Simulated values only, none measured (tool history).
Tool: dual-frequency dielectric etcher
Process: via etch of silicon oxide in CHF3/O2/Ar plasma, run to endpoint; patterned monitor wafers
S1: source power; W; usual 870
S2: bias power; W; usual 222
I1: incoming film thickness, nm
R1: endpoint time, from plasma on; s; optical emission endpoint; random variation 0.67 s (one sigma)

run	hour	S1	S2	I1	R1
1	0.0	870	222	488.7	203.2
2	27.6	870	222	486.8	202.8
3	54.4	870	222	488.6	204.9
4	66.9	1010	235	485.0	185.8
5	100.5	870	222	488.3	204.7
6	127.4	870	222	480.4	204.1
# hour 156.2: wet clean of the chamber
7	156.7	770	266	483.4	193.1
8	177.6	770	266	490.0	196.1
9	207.9	870	222	489.3	196.1
10	230.3	870	222	486.2	197.0
11	254.1	870	222	487.9	199.1
12	361.0	870	222	482.8	198.9
13	393.1	870	206	487.6	205.1
14	426.3	720	203	483.9	225.1
15	446.2	870	272	484.5	185.5
16	471.1	1070	222	480.9	180.5
17	497.7	670	244	489.4	224.3
18	511.4	870	222	485.0	200.7
# hour 529.0: bias power generator calibrated
19	532.1	930	202	485.2	201.5
20	558.3	1060	260	488.3	176.3
21	587.0	870	175	485.7	219.1
22	603.7	1000	222	483.9	188.6
23	632.2	870	222	484.1	203.1
24	662.1	1060	222	483.8	185.1

Forecast run 25:
25	681.2	810	246	486.4	?

{"run 25": {"R1": 205.1}}
Without the tool's hidden state the same run would have given R1 197.5 s.
